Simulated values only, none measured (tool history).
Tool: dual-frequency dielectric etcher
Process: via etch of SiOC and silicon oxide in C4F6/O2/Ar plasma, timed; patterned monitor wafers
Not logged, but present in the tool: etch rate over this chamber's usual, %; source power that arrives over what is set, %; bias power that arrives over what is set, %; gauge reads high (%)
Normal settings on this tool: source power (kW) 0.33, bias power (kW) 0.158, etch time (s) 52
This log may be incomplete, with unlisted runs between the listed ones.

run	hour	source power (kW)	bias power (kW)	etch time (s)	wafers since the last listed run	hours since the last wet clean	hours since the last source power generator calibration	hours since the last bias power generator calibration	hours since the last upper electrode change	hours since the gauge calibration	read-back reference wafer on the same gauge, depth_nm	mean etch depth across the wafer (angstrom)
1	0	0.33	0.158	52	0	255.9	2226.5	2744.5	2382.6	341.8	55.6	527
2	36.8	0.33	0.177	52	454	292.7	2263.3	2781.3	2419.4	378.6	55.4	549
3	86.8	0.33	0.177	52	617	342.7	2313.3	2831.3	2469.4	428.6	55.4	551
4	138.3	0.33	0.177	52	636	394.2	2364.8	2882.8	2520.9	480.1	55.2	544
# hour 179: wet clean of the chamber
5	179.5	0.33	0.167	52	212	0.5	2406	2924	2562.1	521.3	55.2	536
6	206.2	0.33	0.158	52	329	27.2	2432.7	2950.7	2588.8	548	55.1	522
7	237.8	0.33	0.158	52	390	58.8	2464.3	2982.3	2620.4	579.6	55.1	522
8	295.4	0.33	0.158	52	711	116.4	2521.9	3039.9	2678	637.2	55	525
9	365.2	0.33	0.158	52	862	186.2	2591.7	3109.7	2747.8	707	54.9	520
10	435.2	0.33	0.158	44.5	864	256.2	2661.7	3179.7	2817.8	777	54.9	445
11	490.7	0.33	0.192	52	685	311.7	2717.2	3235.2	2873.3	832.5	54.9	566
12	551.8	0.33	0.174	52	754	372.8	2778.3	3296.3	2934.4	893.6	54.8	537
13	591.3	0.33	0.132	46.5	487	412.3	2817.8	3335.8	2973.9	933.1	54.8	432
# hour 626.2: wet clean of the chamber
14	635.8	0.33	0.158	52	253	9.6	2862.3	3380.3	3018.4	977.6	54.7	521
15	673.2	0.4	0.135	52	462	47	2899.7	3417.7	3055.8	1015	54.7	521
# hour 685.1: bias power generator calibrated
16	730.9	0.33	0.158	52	663	104.7	2957.4	45.8	3113.5	1072.7	54.7	519
17	795.4	0.29	0.169	58.5	796	169.2	3021.9	110.3	3178	1137.2	54.6	577
18	856.3	0.33	0.158	52	752	230.1	3082.8	171.2	3238.9	1198.1	54.6	522
19	889.6	0.39	0.193	47.5	411	263.4	3116.1	204.5	3272.2	1231.4	54.6	540
# hour 927.5: source power generator calibrated
# hour 998: upper electrode replaced
20	998.5	0.33	0.158	52	999	372.3	71	313.4	0.5	1340.3	54.6	520
21	1029.4	0.33	0.158	61	381	403.2	101.9	344.3	31.4	1371.2	54.6	606

Predict the results of run 22:
# hour 1037.9: gauge calibrated
# hour 1105.5: wet clean of the chamber
22	1106	0.33	0.158	52	649	0.5	178.5	420.9	108	68.1	?	?

{"run 22": {"read-back reference wafer on the same gauge, depth_nm": 56.1, "mean etch depth across the wafer (angstrom)": 534}}
With no hidden state in the tool, this same run would have given mean etch depth across the wafer (angstrom) 536.
